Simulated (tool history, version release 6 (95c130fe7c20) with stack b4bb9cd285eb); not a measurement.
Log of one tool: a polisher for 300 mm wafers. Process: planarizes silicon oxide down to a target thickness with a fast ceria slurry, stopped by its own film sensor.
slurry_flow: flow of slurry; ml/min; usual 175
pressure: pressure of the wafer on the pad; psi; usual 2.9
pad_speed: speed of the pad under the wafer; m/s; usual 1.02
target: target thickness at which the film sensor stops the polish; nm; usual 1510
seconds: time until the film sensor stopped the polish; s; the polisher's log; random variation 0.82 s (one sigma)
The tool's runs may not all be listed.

| run | hour | slurry_flow | pressure | pad_speed | target | incoming thickness of the incoming film, nm | seconds |
|---|---|---|---|---|---|---|---|
| 1 | 0 | 175 | 2.9 | 1.02 | 1627 | 2385.4 | 49.3 |
|  | 26.7 | worn pad replaced by a new one |
| 2 | 27.2 | 175 | 2.9 | 1.02 | 1627 | 2375.4 | 48.4 |
| 3 | 43 | 175 | 2.9 | 1.02 | 1651 | 2440.2 | 49.6 |
| 4 | 107.7 | 175 | 3.5 | 1.02 | 1510 | 2418.5 | 47.8 |
| 5 | 134 | 175 | 3.5 | 1.02 | 1510 | 2409.5 | 46.9 |
|  | 167.5 | worn pad replaced by a new one |
| 6 | 168 | 175 | 3.5 | 1.02 | 1510 | 2451.9 | 49.5 |
| 7 | 270.2 | 135 | 2.9 | 1.02 | 1510 | 2371.8 | 57 |
| 8 | 299.9 | 135 | 2.9 | 1.02 | 1510 | 2414.9 | 59.7 |
|  | 323.6 | worn pad replaced by a new one |
| 9 | 335.8 | 135 | 2.9 | 1.02 | 1510 | 2417 | 61.6 |
| 10 | 370.7 | 175 | 2.9 | 1.02 | 1510 | 2403.8 | 56.8 |
| 11 | 395.9 | 175 | 2.9 | 1.02 | 1510 | 2417.1 | 58 |
|  | 400.2 | slurry nozzle cleaned |
| 12 | 416.7 | 130 | 3.7 | 0.88 | 1801 | 2358.6 | 35.9 |
| 13 | 448.3 | 140 | 2.9 | 1.24 | 1510 | 2418.1 | 53.1 |
|  | 471.3 | head pressure recalibrated |
| 14 | 483.9 | 140 | 2.9 | 1.02 | 1510 | 2431.6 | 66 |
|  | 499.7 | worn pad replaced by a new one |
| 15 | 511.5 | 175 | 2.9 | 1.02 | 1510 | 2455.6 | 63.4 |
|  | 541.4 | slurry nozzle cleaned, repeated, since the last time left the tool worse |
| 16 | 543.5 | 210 | 2.3 | 1.36 | 1620 | 2411.8 | 45.6 |
| 17 | 557.9 | 200 | 2.9 | 1.02 | 1510 | 2438.9 | 57 |
| 18 | 588 | 175 | 2.9 | 1.02 | 1510 | 2398.5 | 55.2 |
| 19 | 610.6 | 175 | 2.9 | 1.24 | 1510 | 2353.6 | 43 |
| 20 | 624.9 | 175 | 2.9 | 1.02 | 1510 | 2389 | 55.3 |
|  | 642.7 | worn pad replaced by a new one |
| 21 | 657 | 175 | 2.9 | 0.72 | 1510 | 2395.2 | 77.6 |
| 22 | 755.1 | 175 | 2.9 | 1.02 | 1725 | 2391.5 | 43 |
| 23 | 783.3 | 175 | 2.9 | 1.02 | 1510 | 2442.5 | 60.2 |

Forecast each of these 3 alternatives for the next run:
| A | 783.7 | 175 | 2.9 | 1.02 | 1198 | 2390.3 | ? |
| B | 783.7 | 175 | 2.6 | 1.26 | 1240 | 2390.3 | ? |
| C | 783.7 | 175 | 2.9 | 0.66 | 1713 | 2390.3 | ? |

| run | seconds |
|---|---|
| A | 75.7 |
| B | 66.8 |
| C | 64.1 |
Without the tool's hidden state the same runs would have given:
| run | seconds |
|---|---|
| A | 73.8 |
| B | 65.1 |
| C | 62.4 |
